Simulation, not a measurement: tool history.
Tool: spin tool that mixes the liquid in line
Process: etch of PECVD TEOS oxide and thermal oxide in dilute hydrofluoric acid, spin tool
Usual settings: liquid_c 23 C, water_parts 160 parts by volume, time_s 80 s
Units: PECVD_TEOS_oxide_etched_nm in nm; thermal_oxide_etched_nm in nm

run	day	liquid_c	water_parts	time_s	wafers since the last listed run	hours since the thermometer was replaced	hours since the hydrofluoric acid flow meter was replaced	hours since the gauge calibration	read-back film thickness of the PECVD TEOS oxide reference wafer, read on the same gauge (nm)	read-back film thickness of the thermal oxide reference wafer, read on the same gauge (nm)	PECVD_TEOS_oxide_etched_nm	thermal_oxide_etched_nm
1	0	19	190	80	0	935.9	1602.9	2725.2	29.97	69.971	9.6	1.324
2	2.471	19	190	80	882	995.2	1662.2	2784.5	30.04	70.033	9.68	1.308
3	5.5	19	190	80	1081	1067.9	1734.9	2857.2	29.98	70.022	9.69	1.326
4	7.092	23	160	80	568	1106.1	1773.1	2895.4	30.03	70	13.76	1.902
5	11.325	23	205	65	1512	1207.7	1874.7	2997	29.98	69.981	8.38	1.115
6	15.625	19	210	80	1535	1310.9	1977.9	3100.2	30	70	8.68	1.186
7	17.575	19.5	225	110	696	1357.7	2024.7	3147	30	69.991	11.16	1.51
8	21.658	23	225	110	1458	1455.7	2122.7	3245	29.96	69.994	12.67	1.72
# day 22.075: thermometer replaced
9	24.171	24.5	85	35	882	50.3	2183	3305.3	30	69.988	12.54	1.677
# day 25.954: hydrofluoric acid flow meter replaced
10	37.354	23	80	110	4693	366.7	273.6	3621.7	30.06	70.005	42.02	5.729
11	39.696	21	160	80	836	422.9	329.8	3677.9	30	70.006	13	1.761
12	43.821	25	195	80	1473	521.9	428.8	3776.9	29.98	70.034	11.81	1.646
# day 46.554: gauge calibrated
13	46.833	23	120	130	1075	594.2	501.1	6.7	30.01	70.006	31.53	4.296
14	48.429	24.5	205	30	569	632.5	539.4	45	30	69.972	4.04	0.569
15	50.35	21	160	100	686	678.6	585.5	91.1	30	70.051	16.18	2.189
16	61.575	20.5	90	80	4009	948	854.9	360.5	29.95	69.982	24.66	3.315
17	65.983	19	100	80	1574	1053.8	960.7	466.3	30.01	70.005	20.72	2.916
18	69.312	23	160	80	1189	1133.7	1040.6	546.2	29.93	70.006	14.07	1.875
19	70.967	23	160	80	590	1173.4	1080.3	585.9	29.98	70.012	14.02	1.931
20	75.221	23	160	80	1519	1275.5	1182.4	688	30.01	70.013	14.2	1.932
21	78.033	23	205	30	1004	1343	1249.9	755.5	30.03	70.003	3.95	0.548
22	81.167	27	215	50	1119	1418.2	1325.1	830.7	29.94	70.039	7.14	0.996
23	84.85	23	195	60	1315	1506.6	1413.5	919.1	29.99	69.985	8.45	1.149
24	86.779	23	240	40	689	1552.9	1459.8	965.4	29.94	69.989	4.36	0.584
# day 88.346: thermometer replaced
25	90.125	23	160	80	1180	42.7	1540.1	1045.7	29.98	70.001	13.27	1.792
26	92.633	23	160	100	895	102.9	1600.3	1105.9	30	70.001	16.6	2.28
27	96.892	23	160	65	1520	205.1	1702.5	1208.1	30	70.037	10.98	1.439

Hidden state at the last listed run before each entry between runs and at the first one after, where it differs:
Between runs 8 and 9: thermometer replaced (day 22.075)
  liquid hotter than its thermometer reads (K): 1.71 -> 0.168; hydrofluoric acid flow below the setpoint (%): 4.29 -> 4.41
  measured less the result without the state, PECVD_TEOS_oxide_etched_nm: +0.1 -> -0.56 nm; thermal_oxide_etched_nm: +0.013 -> -0.074 nm
Between runs 9 and 10: hydrofluoric acid flow meter replaced (day 25.954)
  liquid hotter than its thermometer reads (K): 0.168 -> 0.537; hydrofluoric acid flow below the setpoint (%): 4.41 -> 0.562
  measured less the result without the state, PECVD_TEOS_oxide_etched_nm: -0.56 -> +0.66 nm; thermal_oxide_etched_nm: -0.074 -> +0.089 nm
Between runs 12 and 13: gauge calibrated (day 46.554)
  liquid hotter than its thermometer reads (K): 0.718 -> 0.803; hydrofluoric acid flow below the setpoint (%): 0.869 -> 1.01
  measured less the result without the state, PECVD_TEOS_oxide_etched_nm: +0.18 -> +0.62 nm; thermal_oxide_etched_nm: +0.025 -> +0.084 nm
Between runs 24 and 25: thermometer replaced (day 88.346)
  liquid hotter than its thermometer reads (K): 1.92 -> 0.247; hydrofluoric acid flow below the setpoint (%): 2.9 -> 3.06
  measured less the result without the state, PECVD_TEOS_oxide_etched_nm: +0.14 -> -0.36 nm; thermal_oxide_etched_nm: +0.018 -> -0.05 nm

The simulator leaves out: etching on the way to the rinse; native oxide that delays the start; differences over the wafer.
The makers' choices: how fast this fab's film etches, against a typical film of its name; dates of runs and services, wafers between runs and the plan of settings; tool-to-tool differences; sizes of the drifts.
